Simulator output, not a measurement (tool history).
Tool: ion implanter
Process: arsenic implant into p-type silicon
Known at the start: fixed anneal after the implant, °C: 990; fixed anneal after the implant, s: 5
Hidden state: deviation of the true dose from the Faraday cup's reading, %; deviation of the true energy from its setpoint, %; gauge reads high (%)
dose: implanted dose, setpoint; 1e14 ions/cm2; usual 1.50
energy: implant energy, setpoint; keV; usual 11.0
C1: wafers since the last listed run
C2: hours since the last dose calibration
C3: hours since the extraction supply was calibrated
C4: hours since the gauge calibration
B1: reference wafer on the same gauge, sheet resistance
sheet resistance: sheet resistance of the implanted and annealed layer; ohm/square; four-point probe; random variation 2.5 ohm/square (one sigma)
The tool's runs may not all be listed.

Run 1, day 0.000: usual settings; C1 0; C2 805.5; C3 3255.7; C4 182.4; B1 505.65. Result: sheet resistance 561.68 ohm/square.
Run 2, day 2.000: usual settings; C1 550; C2 853.5; C3 3303.7; C4 230.4; B1 505.71. Result: sheet resistance 561.64 ohm/square.
Run 3, day 3.733: usual settings but dose 1.20 1e14 ions/cm2; C1 477; C2 895.1; C3 3345.3; C4 272.0; B1 506.63. Result: sheet resistance 663.18 ohm/square.
Run 4, day 5.804: usual settings but dose 1.20 1e14 ions/cm2; C1 570; C2 944.8; C3 3395.0; C4 321.7; B1 506.52. Result: sheet resistance 668.15 ohm/square.
Run 5, day 10.017: usual settings but dose 1.20 1e14 ions/cm2; C1 1159; C2 1045.9; C3 3496.1; C4 422.8; B1 506.69. Result: sheet resistance 662.55 ohm/square.
Run 6, day 13.125: usual settings; C1 855; C2 1120.5; C3 3570.7; C4 497.4; B1 506.40. Result: sheet resistance 565.92 ohm/square.
Run 7, day 16.304: usual settings; C1 875; C2 1196.8; C3 3647.0; C4 573.7; B1 506.91. Result: sheet resistance 563.63 ohm/square.
Run 8, day 20.796: usual settings but dose 1.71 1e14 ions/cm2; C1 1236; C2 1304.6; C3 3754.8; C4 681.5; B1 505.69. Result: sheet resistance 513.38 ohm/square.
Run 9, day 22.433: usual settings but dose 1.85 1e14 ions/cm2; C1 450; C2 1343.9; C3 3794.1; C4 720.8; B1 505.78. Result: sheet resistance 481.33 ohm/square.
Run 10, day 25.925: usual settings but dose 1.85 1e14 ions/cm2; C1 961; C2 1427.7; C3 3877.9; C4 804.6; B1 505.45. Result: sheet resistance 487.50 ohm/square.
Run 11, day 34.733: usual settings but dose 1.85 1e14 ions/cm2; C1 2424; C2 1639.1; C3 4089.3; C4 1016.0; B1 506.20. Result: sheet resistance 485.61 ohm/square.
Run 12, day 37.283: usual settings but dose 1.69 1e14 ions/cm2; C1 701; C2 1700.3; C3 4150.5; C4 1077.2; B1 505.92. Result: sheet resistance 520.30 ohm/square.
Run 13, day 40.888: usual settings but dose 1.69 1e14 ions/cm2; C1 992; C2 1786.8; C3 4237.0; C4 1163.7; B1 506.00. Result: sheet resistance 516.96 ohm/square.
Run 14, day 44.362: usual settings but dose 1.69 1e14 ions/cm2; C1 956; C2 1870.2; C3 4320.4; C4 1247.1; B1 506.08. Result: sheet resistance 518.34 ohm/square.
Run 15, day 47.504: usual settings; C1 864; C2 1945.6; C3 4395.8; C4 1322.5; B1 505.54. Result: sheet resistance 560.86 ohm/square.
Run 16, day 49.383: usual settings; C1 517; C2 1990.7; C3 4440.9; C4 1367.6; B1 506.43. Result: sheet resistance 560.89 ohm/square.
At day 50.625: extraction supply calibrated.
Run 17, day 51.438: usual settings but dose 1.64 1e14 ions/cm2; C1 473; C2 2040.0; C3 19.5; C4 1416.9; B1 506.19. Result: sheet resistance 529.98 ohm/square.
Run 18, day 63.171: usual settings; C1 3229; C2 2321.6; C3 301.1; C4 1698.5; B1 505.11. Result: sheet resistance 565.53 ohm/square.
At day 68.854: Faraday cup replaced and dose calibrated.
Run 19, day 70.888: usual settings but dose 1.75 1e14 ions/cm2, energy 8.0 keV; C1 2032; C2 48.8; C3 486.3; C4 1883.7; B1 505.26. Result: sheet resistance 525.36 ohm/square.
Run 20, day 73.138: usual settings but dose 1.28 1e14 ions/cm2, energy 9.0 keV; C1 619; C2 102.8; C3 540.3; C4 1937.7; B1 505.75. Result: sheet resistance 649.71 ohm/square.
Run 21, day 75.183: usual settings but dose 1.94 1e14 ions/cm2, energy 9.5 keV; C1 563; C2 151.9; C3 589.4; C4 1986.8; B1 506.65. Result: sheet resistance 471.39 ohm/square.
Run 22, day 78.821: usual settings but dose 1.15 1e14 ions/cm2; C1 1001; C2 239.2; C3 676.7; C4 2074.1; B1 505.35. Result: sheet resistance 685.39 ohm/square.
At day 80.896: gauge calibrated.
Run 23, day 82.396: usual settings but energy 14.0 keV; C1 984; C2 325.0; C3 762.5; C4 36.0; B1 505.93. Result: sheet resistance 541.95 ohm/square.
Run 24, day 92.779: usual settings but dose 1.70 1e14 ions/cm2, energy 12.5 keV; C1 2858; C2 574.2; C3 1011.7; C4 285.2; B1 507.14. Result: sheet resistance 506.33 ohm/square.
Run 25, day 94.996: usual settings but dose 1.09 1e14 ions/cm2, energy 8.5 keV; C1 610; C2 627.4; C3 1064.9; C4 338.4; B1 506.38. Result: sheet resistance 741.84 ohm/square.
Run 26, day 97.875: usual settings; C1 792; C2 696.5; C3 1134.0; C4 407.5; B1 506.16. Result: sheet resistance 566.77 ohm/square.
Run 27, day 99.658: usual settings but energy 7.5 keV; C1 490; C2 739.3; C3 1176.8; C4 450.3; B1 505.45. Result: sheet resistance 592.41 ohm/square.
Run 28, day 103.683: usual settings but energy 7.0 keV; C1 1107; C2 835.9; C3 1273.4; C4 546.9; B1 504.50. Result: sheet resistance 593.46 ohm/square.
Run 29, day 106.417: usual settings; C1 752; C2 901.5; C3 1339.0; C4 612.5; B1 505.83. Result: sheet resistance 566.12 ohm/square.
Run 30, day 110.162: usual settings but dose 1.21 1e14 ions/cm2, energy 14.5 keV; C1 1031; C2 991.4; C3 1428.9; C4 702.4; B1 506.57. Result: sheet resistance 634.13 ohm/square.
Run 31, day 114.104: usual settings but dose 1.67 1e14 ions/cm2, energy 14.0 keV; C1 1085; C2 1086.0; C3 1523.5; C4 797.0; B1 507.00. Result: sheet resistance 502.35 ohm/square.
Run 32, day 116.983: usual settings but dose 1.22 1e14 ions/cm2, energy 14.5 keV; C1 792; C2 1155.1; C3 1592.6; C4 866.1; B1 506.93. Result: sheet resistance 636.66 ohm/square.
Run 33, day 118.946: usual settings; C1 540; C2 1202.2; C3 1639.7; C4 913.2; B1 504.78. Result: sheet resistance 564.27 ohm/square.

How the hidden state differs across the entries between the runs, from the last listed run before each to the first after it:
Between runs 16 and 17: extraction supply calibrated (day 50.625)
  no hidden state differs between the two runs
Between runs 18 and 19: Faraday cup replaced and dose calibrated (day 68.854)
  no hidden state differs between the two runs
Between runs 22 and 23: gauge calibrated (day 80.896)
  no hidden state differs between the two runs
